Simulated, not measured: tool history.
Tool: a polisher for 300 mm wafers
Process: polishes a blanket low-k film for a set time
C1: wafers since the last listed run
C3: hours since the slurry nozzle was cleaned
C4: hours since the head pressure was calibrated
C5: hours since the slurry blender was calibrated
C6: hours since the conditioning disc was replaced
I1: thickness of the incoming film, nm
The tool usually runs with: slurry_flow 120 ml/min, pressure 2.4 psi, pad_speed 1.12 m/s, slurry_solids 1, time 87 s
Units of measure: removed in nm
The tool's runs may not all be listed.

Run 1, hour 0: usual settings; C1 0; wafers polished on this pad 1048; C3 374.9; C4 966.1; C5 247.6; C6 308.7; I1 420.3. Result: removed 54.5 nm.
Run 2, hour 28.3: usual settings; C1 308; wafers polished on this pad 1357; C3 403.2; C4 994.4; C5 275.9; C6 337; I1 411.4. Result: removed 54.2 nm.
Run 3, hour 47.5: usual settings; C1 209; wafers polished on this pad 1566; C3 422.4; C4 1013.6; C5 295.1; C6 356.2; I1 417.8. Result: removed 54.5 nm.
Run 4, hour 71.7: usual settings; C1 263; wafers polished on this pad 1829; C3 446.6; C4 1037.8; C5 319.3; C6 380.4; I1 425.9. Result: removed 55.8 nm.
At hour 87.8: worn pad replaced by a new one.
Run 5, hour 99.4: usual settings but slurry_flow 95 ml/min; C1 258; wafers polished on this pad 126; C3 474.3; C4 1065.5; C5 347; C6 408.1; I1 420.3. Result: removed 51.2 nm.
At hour 129.7: conditioning disc replaced and pad reconditioned.
Run 6, hour 131.4: usual settings but slurry_flow 95 ml/min; C1 326; wafers polished on this pad 453; C3 506.3; C4 1097.5; C5 379; C6 1.7; I1 424.4. Result: removed 51.7 nm.
At hour 155.3: slurry nozzle cleaned.
Run 7, hour 155.8: usual settings but slurry_flow 95 ml/min; C1 254; wafers polished on this pad 708; C3 0.5; C4 1121.9; C5 403.4; C6 26.1; I1 419.5. Result: removed 51.2 nm.
Run 8, hour 171.8: usual settings; C1 174; wafers polished on this pad 882; C3 16.5; C4 1137.9; C5 419.4; C6 42.1; I1 413.2. Result: removed 54.8 nm.
Run 9, hour 193.6: usual settings but slurry_flow 130 ml/min; C1 237; wafers polished on this pad 1119; C3 38.3; C4 1159.7; C5 441.2; C6 63.9; I1 416.9. Result: removed 56.2 nm.
At hour 202.7: slurry blender recalibrated.
Run 10, hour 228.9: usual settings but slurry_flow 105 ml/min; C1 362; wafers polished on this pad 1482; C3 73.6; C4 1195; C5 26.2; C6 99.2; I1 420.5. Result: removed 52.9 nm.
Run 11, hour 255.8: usual settings but slurry_flow 160 ml/min, slurry_solids 1.2; C1 293; wafers polished on this pad 1775; C3 100.5; C4 1221.9; C5 53.1; C6 126.1; I1 423.5. Result: removed 65.4 nm.
At hour 265.6: worn pad replaced by a new one.
At hour 279.8: head pressure recalibrated.
Run 12, hour 284.4: usual settings; C1 246; wafers polished on this pad 183; C3 129.1; C4 4.6; C5 81.7; C6 154.7; I1 424.9. Result: removed 50.8 nm.
Run 13, hour 305.1: usual settings but pad_speed 1.46 m/s; C1 225; wafers polished on this pad 408; C3 149.8; C4 25.3; C5 102.4; C6 175.4; I1 414.9. Result: removed 63.4 nm.
Run 14, hour 329.2: usual settings but slurry_flow 150 ml/min; C1 262; wafers polished on this pad 671; C3 173.9; C4 49.4; C5 126.5; C6 199.5; I1 420.4. Result: removed 52.6 nm.
Run 15, hour 345.6: usual settings; C1 178; wafers polished on this pad 849; C3 190.3; C4 65.8; C5 142.9; C6 215.9; I1 420.3. Result: removed 51.5 nm.

Expected results for the next run?
Run 16, hour 366.1: usual settings; C1 223; wafers polished on this pad 1073; C3 210.8; C4 86.3; C5 163.4; C6 236.4; I1 417. Result: removed ?.

Logged for run 16: removed 50 nm.
Without the tool's hidden state the same run would have given removed 50.9 nm.
